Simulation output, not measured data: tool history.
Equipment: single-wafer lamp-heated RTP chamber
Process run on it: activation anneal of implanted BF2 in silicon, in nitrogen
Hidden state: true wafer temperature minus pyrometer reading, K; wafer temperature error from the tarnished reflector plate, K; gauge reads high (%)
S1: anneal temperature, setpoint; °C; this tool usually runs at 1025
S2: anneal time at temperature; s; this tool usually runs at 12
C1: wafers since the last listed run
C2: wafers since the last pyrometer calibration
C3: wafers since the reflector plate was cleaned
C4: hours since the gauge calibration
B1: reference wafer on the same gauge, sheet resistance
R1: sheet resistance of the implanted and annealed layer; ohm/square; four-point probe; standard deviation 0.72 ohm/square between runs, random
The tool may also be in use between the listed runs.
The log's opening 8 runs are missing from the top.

Run 9, hour 543.6: usual settings; C1 405; C2 3631; C3 3678; C4 669.8; B1 237.96. Result: R1 220.52 ohm/square.
Run 10, hour 599.7: usual settings; C1 909; C2 4540; C3 4587; C4 725.9; B1 238.30. Result: R1 221.65 ohm/square.
Run 11, hour 643.6: usual settings; C1 711; C2 5252; C3 5299; C4 769.8; B1 237.99. Result: R1 219.69 ohm/square.
Run 12, hour 688.1: usual settings; C1 721; C2 5973; C3 6020; C4 814.3; B1 237.95. Result: R1 220.12 ohm/square.
At hour 705.8: reflector plate cleaned.
At hour 718.9: pyrometer window cleaned and pyrometer calibrated.
Run 13, hour 727.8: usual settings; C1 384; C2 144; C3 227; C4 854.0; B1 237.70. Result: R1 223.18 ohm/square.
Run 14, hour 770.2: usual settings; C1 687; C2 831; C3 914; C4 896.4; B1 237.86. Result: R1 222.54 ohm/square.
Run 15, hour 839.6: usual settings but S1 1011 °C; C1 1124; C2 1956; C3 2039; C4 965.8; B1 238.19. Result: R1 227.13 ohm/square.
Run 16, hour 908.4: usual settings but S1 1009 °C; C1 1115; C2 3071; C3 3154; C4 1034.6; B1 237.73. Result: R1 227.52 ohm/square.
Run 17, hour 937.2: usual settings but S1 1009 °C; C1 466; C2 3538; C3 3621; C4 1063.4; B1 238.10. Result: R1 228.50 ohm/square.
Run 18, hour 1008.4: usual settings; C1 1153; C2 4692; C3 4775; C4 1134.6; B1 237.86. Result: R1 220.65 ohm/square.
At hour 1034.9: reflector plate cleaned.
Run 19, hour 1059.3: usual settings; C1 695; C2 5387; C3 395; C4 1185.5; B1 237.80. Result: R1 219.88 ohm/square.
Run 20, hour 1090.0: usual settings; C1 497; C2 5884; C3 893; C4 1216.2; B1 237.82. Result: R1 220.27 ohm/square.
Run 21, hour 1118.4: usual settings but S1 1038 °C, S2 7 s; C1 460; C2 6345; C3 1353; C4 1244.6; B1 237.76. Result: R1 220.21 ohm/square.
At hour 1155.2: pyrometer window cleaned and pyrometer calibrated.
Run 22, hour 1183.8: usual settings but S1 1009 °C; C1 930; C2 463; C3 2283; C4 1310.0; B1 238.14. Result: R1 227.85 ohm/square.
Run 23, hour 1234.9: usual settings; C1 828; C2 1291; C3 3112; C4 1361.1; B1 238.06. Result: R1 223.51 ohm/square.
At hour 1275.0: gauge calibrated.
Run 24, hour 1287.8: usual settings but S1 1051 °C, S2 8 s; C1 857; C2 2148; C3 3969; C4 12.8; B1 238.19. Result: R1 219.27 ohm/square.
Run 25, hour 1343.5: usual settings but S1 1040 °C, S2 10 s; C1 902; C2 3051; C3 4872; C4 68.5; B1 238.09. Result: R1 218.87 ohm/square.
At hour 1397.6: reflector plate cleaned.
Run 26, hour 1400.5: usual settings but S1 1049 °C, S2 6 s; C1 794; C2 3845; C3 46; C4 125.5; B1 237.99. Result: R1 220.77 ohm/square.
Run 27, hour 1443.9: usual settings but S1 1016 °C, S2 9 s; C1 703; C2 4548; C3 749; C4 168.9; B1 238.06. Result: R1 226.21 ohm/square.

What does the tool deliver on the next run?
Run 28, hour 1499.3: usual settings but S1 1013 °C, S2 9 s; C1 897; C2 5446; C3 1647; C4 224.3; B1 ?. Result: R1 ?.

For run 28 the tool returned B1 238.01, R1 225.80 ohm/square.
On a tool with no hidden condition, and with the same random variation, this run would have come out at R1 229.47 ohm/square.
